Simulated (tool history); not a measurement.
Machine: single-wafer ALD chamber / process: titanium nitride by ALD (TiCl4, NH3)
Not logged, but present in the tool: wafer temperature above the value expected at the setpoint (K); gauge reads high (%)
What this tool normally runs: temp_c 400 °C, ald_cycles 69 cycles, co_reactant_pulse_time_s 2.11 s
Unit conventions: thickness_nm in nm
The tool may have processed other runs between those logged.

run   hour  temp_c  ald_cycles  co_reactant_pulse_time_s  wafers since the last listed run  hours since the last thermocouple change  hours since the showerhead was replaced  hours since the gauge calibration  read-back reference wafer on the same gauge, thickness_nm  thickness_nm
  1    0.0     400          75                      2.11                                 0                                    2470.6                                   5691.1                              268.1                                                      1.693         1.768
  2    8.6     400          75                      2.11                                24                                    2479.2                                   5699.7                              276.7                                                      1.692         1.762
      16.1  -- gauge calibrated
  3   20.2     400          61                      1.64                                32                                    2490.8                                   5711.3                                4.1                                                      1.676         1.408
  4   34.9     400          61                      1.64                                41                                    2505.5                                   5726.0                               18.8                                                      1.680         1.415
  5   46.4     400          69                      2.11                                32                                    2517.0                                   5737.5                               30.3                                                      1.680         1.611
  6   57.2     406          64                      2.11                                30                                    2527.8                                   5748.3                               41.1                                                      1.682         1.507
  7   72.7     406          64                      2.11                                43                                    2543.3                                   5763.8                               56.6                                                      1.682         1.495
  8   89.3     406          64                      2.11                                46                                    2559.9                                   5780.4                               73.2                                                      1.685         1.507
  9  101.9     389          69                      2.11                                35                                    2572.5                                   5793.0                               85.8                                                      1.683         1.604
     132.8  -- showerhead replaced
     143.0  -- thermocouple changed; heater temperature recalibrated
 10  155.2     400          69                      2.11                               104                                      12.2                                     22.4                              139.1                                                      1.689         1.627
 11  169.1     400          69                      2.11                                38                                      26.1                                     36.3                              153.0                                                      1.688         1.621
 12  178.7     400          69                      2.11                                26                                      35.7                                     45.9                              162.6                                                      1.688         1.629
 13  191.9     400          69                      2.11                                36                                      48.9                                     59.1                              175.8                                                      1.689         1.622
 14  205.5     400          69                      2.11                                38                                      62.5                                     72.7                              189.4                                                      1.691         1.620
 15  214.2     412          69                      2.11                                24                                      71.2                                     81.4                              198.1                                                      1.691         1.638
 16  225.6     412          69                      2.11                                31                                      82.6                                     92.8                              209.5                                                      1.692         1.639
 17  240.4     400          69                      2.11                                41                                      97.4                                    107.6                              224.3                                                      1.692         1.619
 18  253.0     387          81                      1.32                                35                                     110.0                                    120.2                              236.9                                                      1.692         1.838
 19  260.1     400          59                      2.11                                19                                     117.1                                    127.3                              244.0                                                      1.693         1.392
 20  275.7     406          57                      2.11                                43                                     132.7                                    142.9                              259.6                                                      1.696         1.352
 21  281.9     411          69                      2.53                                17                                     138.9                                    149.1                              265.8                                                      1.696         1.647
 22  298.5     400          76                      2.71                                46                                     155.5                                    165.7                              282.4                                                      1.698         1.811
 23  308.6     404          69                      2.11                                28                                     165.6                                    175.8                              292.5                                                      1.697         1.640
 24  317.7     400          69                      2.11                                25                                     174.7                                    184.9                              301.6                                                      1.697         1.630
 25  325.2     400          78                      2.11                                20                                     182.2                                    192.4                              309.1                                                      1.697         1.846
 26  335.6     396          59                      1.64                                29                                     192.6                                    202.8                              319.5                                                      1.698         1.381
     336.6  -- gauge calibrated
 27  346.2     410          58                      1.81                                29                                     203.2                                    213.4                                9.6                                                      1.686         1.360
 28  353.8     400          79                      1.78                                21                                     210.8                                    221.0                               17.2                                                      1.687         1.850
 29  364.7     411          77                      2.42                                30                                     221.7                                    231.9                               28.1                                                      1.687         1.819
 30  374.6     400          69                      2.11                                27                                     231.6                                    241.8                               38.0                                                      1.686         1.619
 31  390.1     400          69                      2.11                                43                                     247.1                                    257.3                               53.5                                                      1.686         1.618
 32  411.5     388          59                      1.71                                59                                     268.5                                    278.7                               74.9                                                      1.688         1.364
 33  423.7     400          75                      1.49                                34                                     280.7                                    290.9                               87.1                                                      1.689         1.740

Per-run results on a tool with no hidden state, each run keeping its own random variation:
run  thickness_nm
  1         1.754
  2         1.748
  3         1.409
  4         1.415
  5         1.610
  6         1.505
  7         1.493
  8         1.504
  9         1.600
 10         1.620
 11         1.613
 12         1.620
 13         1.613
 14         1.610
 15         1.627
 16         1.628
 17         1.607
 18         1.823
 19         1.381
 20         1.340
 21         1.632
 22         1.794
 23         1.624
 24         1.613
 25         1.827
 26         1.367
 27         1.356
 28         1.844
 29         1.812
 30         1.612
 31         1.610
 32         1.356
 33         1.730
